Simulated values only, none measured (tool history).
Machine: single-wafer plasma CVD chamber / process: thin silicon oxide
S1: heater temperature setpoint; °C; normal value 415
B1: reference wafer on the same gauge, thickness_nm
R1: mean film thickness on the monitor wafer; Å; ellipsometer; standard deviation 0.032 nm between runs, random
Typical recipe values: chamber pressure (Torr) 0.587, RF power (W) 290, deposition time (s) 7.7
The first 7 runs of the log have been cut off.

{"run": 8, "hour": 345.6, "S1": 424, "chamber pressure (Torr)": 0.654, "RF power (W)": 290, "deposition time (s)": 7.7, "B1": 9.69, "R1": 103.51}
{"run": 9, "hour": 378.7, "S1": 415, "chamber pressure (Torr)": 0.587, "RF power (W)": 290, "deposition time (s)": 7.7, "B1": 9.693, "R1": 95.48}
{"run": 10, "hour": 412.0, "S1": 415, "chamber pressure (Torr)": 0.587, "RF power (W)": 330, "deposition time (s)": 8.65, "B1": 9.688, "R1": 113.62}
{"run": 11, "hour": 460.7, "S1": 429, "chamber pressure (Torr)": 0.587, "RF power (W)": 315, "deposition time (s)": 7.7, "B1": 9.693, "R1": 98.74}
{"run": 12, "hour": 510.5, "S1": 409, "chamber pressure (Torr)": 0.587, "RF power (W)": 275, "deposition time (s)": 9.2, "B1": 9.689, "R1": 110.53}
{"run": 13, "hour": 582.0, "S1": 415, "chamber pressure (Torr)": 0.587, "RF power (W)": 290, "deposition time (s)": 7.7, "B1": 9.688, "R1": 95.13}
{"hour": 627.9, "done": "RF generator calibrated"}
{"hour": 629.7, "done": "thermocouple changed; heater temperature recalibrated"}
{"run": 14, "hour": 647.6, "S1": 415, "chamber pressure (Torr)": 0.587, "RF power (W)": 290, "deposition time (s)": 7.7, "B1": 9.683, "R1": 95.45}
{"run": 15, "hour": 710.3, "S1": 415, "chamber pressure (Torr)": 0.587, "RF power (W)": 240, "deposition time (s)": 7.7, "B1": 9.691, "R1": 85.93}
{"run": 16, "hour": 761.5, "S1": 425, "chamber pressure (Torr)": 0.587, "RF power (W)": 290, "deposition time (s)": 7.7, "B1": 9.685, "R1": 94.48}
{"run": 17, "hour": 821.0, "S1": 421, "chamber pressure (Torr)": 0.46, "RF power (W)": 290, "deposition time (s)": 8.97, "B1": 9.687, "R1": 90.03}
{"run": 18, "hour": 868.9, "S1": 415, "chamber pressure (Torr)": 0.678, "RF power (W)": 240, "deposition time (s)": 6.91, "B1": 9.694, "R1": 87.74}
{"hour": 1044.3, "done": "capacitance manometer re-zeroed and calibrated"}
{"run": 19, "hour": 1050.8, "S1": 415, "chamber pressure (Torr)": 0.587, "RF power (W)": 290, "deposition time (s)": 7.7, "B1": 9.693, "R1": 95.15}
{"run": 20, "hour": 1121.2, "S1": 415, "chamber pressure (Torr)": 0.587, "RF power (W)": 290, "deposition time (s)": 7.7, "B1": 9.692, "R1": 95.02}
{"run": 21, "hour": 1148.2, "S1": 415, "chamber pressure (Torr)": 0.548, "RF power (W)": 290, "deposition time (s)": 7.7, "B1": 9.687, "R1": 90.15}
{"run": 22, "hour": 1177.2, "S1": 410, "chamber pressure (Torr)": 0.45, "RF power (W)": 290, "deposition time (s)": 7.7, "B1": 9.687, "R1": 76.15}
{"run": 23, "hour": 1228.9, "S1": 415, "chamber pressure (Torr)": 0.587, "RF power (W)": 250, "deposition time (s)": 9.02, "B1": 9.692, "R1": 103.94}
{"run": 24, "hour": 1265.2, "S1": 406, "chamber pressure (Torr)": 0.7, "RF power (W)": 240, "deposition time (s)": 6.73, "B1": 9.691, "R1": 88.97}
{"run": 25, "hour": 1328.0, "S1": 403, "chamber pressure (Torr)": 0.516, "RF power (W)": 260, "deposition time (s)": 7.7, "B1": 9.685, "R1": 81.71}
{"run": 26, "hour": 1396.7, "S1": 415, "chamber pressure (Torr)": 0.587, "RF power (W)": 290, "deposition time (s)": 7.7, "B1": 9.693, "R1": 95.21}
{"run": 27, "hour": 1480.4, "S1": 415, "chamber pressure (Torr)": 0.668, "RF power (W)": 240, "deposition time (s)": 7.7, "B1": 9.689, "R1": 96.33}
{"hour": 1500.7, "done": "RF generator calibrated"}
{"run": 28, "hour": 1506.1, "S1": 415, "chamber pressure (Torr)": 0.587, "RF power (W)": 255, "deposition time (s)": 8.27, "B1": 9.692, "R1": 95.73}
{"run": 29, "hour": 1557.9, "S1": 415, "chamber pressure (Torr)": 0.587, "RF power (W)": 290, "deposition time (s)": 7.7, "B1": 9.691, "R1": 96.01}
{"run": 30, "hour": 1617.7, "S1": 415, "chamber pressure (Torr)": 0.47, "RF power (W)": 305, "deposition time (s)": 7.7, "B1": 9.688, "R1": 80.29}

Predict each of these 3 candidate next runs independently; none follows another, all start after run 30:
{"run": "A", "hour": 1618.1, "S1": 415, "chamber pressure (Torr)": 0.587, "RF power (W)": 290, "deposition time (s)": 7.7, "B1": "?", "R1": "?"}
{"run": "B", "hour": 1618.1, "S1": 426, "chamber pressure (Torr)": 0.587, "RF power (W)": 270, "deposition time (s)": 7.7, "B1": "?", "R1": "?"}
{"run": "C", "hour": 1618.1, "S1": 404, "chamber pressure (Torr)": 0.495, "RF power (W)": 270, "deposition time (s)": 6.58, "B1": "?", "R1": "?"}

run=A B1=9.686 R1=95.29
run=B B1=9.686 R1=91.46
run=C B1=9.686 R1=68.39
With no hidden state in the tool, these same runs would have given:
run=A R1=95.29
run=B R1=91.46
run=C R1=68.39
